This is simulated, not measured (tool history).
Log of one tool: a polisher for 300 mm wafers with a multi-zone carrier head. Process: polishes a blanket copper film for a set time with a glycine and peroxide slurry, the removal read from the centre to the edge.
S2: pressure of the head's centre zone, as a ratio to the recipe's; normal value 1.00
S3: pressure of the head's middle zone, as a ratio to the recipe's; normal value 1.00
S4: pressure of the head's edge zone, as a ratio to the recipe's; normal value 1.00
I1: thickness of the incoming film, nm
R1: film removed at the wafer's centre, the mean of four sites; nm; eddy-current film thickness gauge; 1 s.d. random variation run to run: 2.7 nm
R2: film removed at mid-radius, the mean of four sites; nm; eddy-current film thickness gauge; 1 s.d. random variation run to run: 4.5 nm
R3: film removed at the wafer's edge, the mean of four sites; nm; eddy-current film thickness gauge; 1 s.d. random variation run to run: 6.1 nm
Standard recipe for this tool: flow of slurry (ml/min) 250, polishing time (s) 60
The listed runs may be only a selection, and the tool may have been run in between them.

Run 1, hour 0.0: usual settings; I1 1299.6. Result: R1 420.1 nm, R2 422.6 nm, R3 421.2 nm.
Run 2, hour 43.4: usual settings; I1 1331.0. Result: R1 423.2 nm, R2 427.2 nm, R3 419.6 nm.
Run 3, hour 100.7: usual settings; I1 1329.0. Result: R1 413.9 nm, R2 428.8 nm, R3 418.8 nm.
Run 4, hour 150.1: usual settings but flow of slurry (ml/min) 300; I1 1313.7. Result: R1 424.5 nm, R2 432.8 nm, R3 424.4 nm.
At hour 174.7: worn pad replaced by a new one.
Run 5, hour 193.9: usual settings but flow of slurry (ml/min) 300; I1 1320.5. Result: R1 423.8 nm, R2 435.1 nm, R3 416.2 nm.
Run 6, hour 235.8: usual settings; I1 1322.3. Result: R1 415.0 nm, R2 418.5 nm, R3 407.0 nm.
Run 7, hour 278.5: usual settings; I1 1336.1. Result: R1 414.6 nm, R2 413.2 nm, R3 402.5 nm.
Run 8, hour 330.1: usual settings; I1 1318.1. Result: R1 407.5 nm, R2 415.6 nm, R3 421.0 nm.
Run 9, hour 374.7: usual settings but S4 1.07; I1 1295.3. Result: R1 408.9 nm, R2 406.9 nm, R3 425.3 nm.
At hour 423.7: carrier head's membrane replaced by a new one.
At hour 447.4: edge zone pressure recalibrated.
Run 10, hour 447.9: usual settings but S3 1.07, S4 1.05, polishing time (s) 79; I1 1341.1. Result: R1 527.4 nm, R2 560.5 nm, R3 550.7 nm.
At hour 471.8: worn pad replaced by a new one.
Run 11, hour 482.1: usual settings; I1 1303.2. Result: R1 400.7 nm, R2 409.3 nm, R3 410.4 nm.
Run 12, hour 544.0: usual settings but flow of slurry (ml/min) 220, S2 1.08, S3 1.10; I1 1307.8. Result: R1 415.0 nm, R2 430.1 nm, R3 396.7 nm.
Run 13, hour 570.1: usual settings but S4 0.95; I1 1316.5. Result: R1 391.0 nm, R2 399.3 nm, R3 394.2 nm.
At hour 572.3: centre zone pressure recalibrated.
At hour 579.1: slurry nozzle cleaned.
Run 14, hour 623.4: usual settings; I1 1323.9. Result: R1 415.4 nm, R2 423.0 nm, R3 411.4 nm.
Run 15, hour 678.0: usual settings; I1 1302.4. Result: R1 417.1 nm, R2 420.8 nm, R3 412.4 nm.
Run 16, hour 715.3: usual settings but flow of slurry (ml/min) 215, S2 0.94, polishing time (s) 74; I1 1295.6. Result: R1 470.0 nm, R2 510.7 nm, R3 513.4 nm.
At hour 723.5: worn pad replaced by a new one.
Run 17, hour 744.6: usual settings but flow of slurry (ml/min) 175, S2 1.09; I1 1317.4. Result: R1 426.6 nm, R2 405.9 nm, R3 397.3 nm.
Run 18, hour 880.3: usual settings but polishing time (s) 40; I1 1324.9. Result: R1 274.5 nm, R2 284.8 nm, R3 274.0 nm.
Run 19, hour 921.3: usual settings but flow of slurry (ml/min) 320, S2 1.09, polishing time (s) 67; I1 1332.9. Result: R1 519.5 nm, R2 476.9 nm, R3 477.6 nm.
At hour 966.9: worn pad replaced by a new one.
Run 20, hour 985.4: usual settings but flow of slurry (ml/min) 280, S2 0.92; I1 1330.9. Result: R1 382.7 nm, R2 419.1 nm, R3 414.5 nm.
Run 21, hour 1035.6: usual settings; I1 1332.4. Result: R1 408.4 nm, R2 413.7 nm, R3 414.5 nm.
Run 22, hour 1074.9: usual settings but flow of slurry (ml/min) 305, polishing time (s) 72; I1 1308.6. Result: R1 498.3 nm, R2 510.2 nm, R3 501.1 nm.
Run 23, hour 1118.7: usual settings but S4 0.90, polishing time (s) 52; I1 1298.5. Result: R1 349.2 nm, R2 352.2 nm, R3 335.9 nm.

Forecast each of these 3 alternatives for the next run:
Run A, hour 1119.1: usual settings but S2 1.09; I1 1335.9. Result: R1 ?, R2 ?, R3 ?.
Run B, hour 1119.1: usual settings but S3 0.97, S4 0.91; I1 1335.9. Result: R1 ?, R2 ?, R3 ?.
Run C, hour 1119.1: usual settings but flow of slurry (ml/min) 225, S3 1.12; I1 1335.9. Result: R1 ?, R2 ?, R3 ?.

run     R1     R2     R3
  A  432.1  417.4  410.1
  B  396.1  407.0  392.5
  C  389.5  452.6  404.7
Had the tool no hidden state, the same runs would have come out as:
run     R1     R2     R3
  A  451.8  434.3  422.5
  B  414.1  423.5  404.3
  C  409.0  472.8  418.0

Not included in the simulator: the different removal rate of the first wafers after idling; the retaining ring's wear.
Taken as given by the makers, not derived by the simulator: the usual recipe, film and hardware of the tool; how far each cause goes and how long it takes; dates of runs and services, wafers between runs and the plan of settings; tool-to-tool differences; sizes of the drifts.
